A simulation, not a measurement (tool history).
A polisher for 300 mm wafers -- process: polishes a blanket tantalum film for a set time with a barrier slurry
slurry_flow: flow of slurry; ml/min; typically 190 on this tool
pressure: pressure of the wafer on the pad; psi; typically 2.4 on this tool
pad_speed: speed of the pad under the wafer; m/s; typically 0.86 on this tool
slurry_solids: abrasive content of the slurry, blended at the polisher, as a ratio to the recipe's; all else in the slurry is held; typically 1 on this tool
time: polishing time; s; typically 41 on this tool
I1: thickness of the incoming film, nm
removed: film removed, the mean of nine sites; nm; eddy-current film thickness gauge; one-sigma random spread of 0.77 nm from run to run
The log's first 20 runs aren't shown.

run 21 hour=291.6 | slurry_flow=190 pressure=2.4 pad_speed=0.86 slurry_solids=1 time=41 | I1=199.6 | removed=60.6
run 22 hour=301.7 | slurry_flow=135 pressure=1.7 pad_speed=0.86 slurry_solids=1.2 time=41 | I1=199.8 | removed=44.6
run 23 hour=312.6 | slurry_flow=210 pressure=2.4 pad_speed=0.72 slurry_solids=1 time=41 | I1=197.9 | removed=54.2
-- hour=326.7 slurry nozzle cleaned
run 24 hour=327.2 | slurry_flow=190 pressure=1.7 pad_speed=0.86 slurry_solids=1 time=41 | I1=197.4 | removed=45.3
-- hour=333.6 worn pad replaced by a new one
run 25 hour=339.6 | slurry_flow=220 pressure=2.4 pad_speed=0.62 slurry_solids=1 time=41 | I1=201 | removed=53.8
run 26 hour=352.2 | slurry_flow=190 pressure=2.4 pad_speed=0.86 slurry_solids=1.3 time=41 | I1=196.6 | removed=66.6
run 27 hour=365.9 | slurry_flow=190 pressure=2.4 pad_speed=0.86 slurry_solids=1 time=41 | I1=200 | removed=62.1
run 28 hour=372 | slurry_flow=165 pressure=2.4 pad_speed=0.86 slurry_solids=1 time=35 | I1=199 | removed=52.5
run 29 hour=383.1 | slurry_flow=140 pressure=2.4 pad_speed=0.86 slurry_solids=0.7 time=41 | I1=200 | removed=54.7
run 30 hour=394.6 | slurry_flow=190 pressure=3.1 pad_speed=0.74 slurry_solids=1 time=52 | I1=203.8 | removed=90.9

Each row is a separate what-if for the run after 30, all from the same tool condition, not one after another. Results?
run A hour=395 | slurry_flow=190 pressure=2.4 pad_speed=0.86 slurry_solids=1 time=41 | I1=201.3 | removed=?
run B hour=395 | slurry_flow=190 pressure=2.4 pad_speed=0.62 slurry_solids=1 time=41 | I1=201.3 | removed=?
run C hour=395 | slurry_flow=190 pressure=2.4 pad_speed=0.86 slurry_solids=0.85 time=41 | I1=201.3 | removed=?
run D hour=395 | slurry_flow=190 pressure=2.4 pad_speed=0.86 slurry_solids=1 time=53 | I1=201.3 | removed=?
run E hour=395 | slurry_flow=190 pressure=1.7 pad_speed=0.86 slurry_solids=1 time=33 | I1=201.3 | removed=?

run=A removed=63
run=B removed=52.2
run=C removed=59.5
run=D removed=81.4
run=E removed=35.9
Without the tool's unlogged condition, the same runs would have read:
run=A removed=63.3
run=B removed=52.4
run=C removed=59.9
run=D removed=81.9
run=E removed=36.1
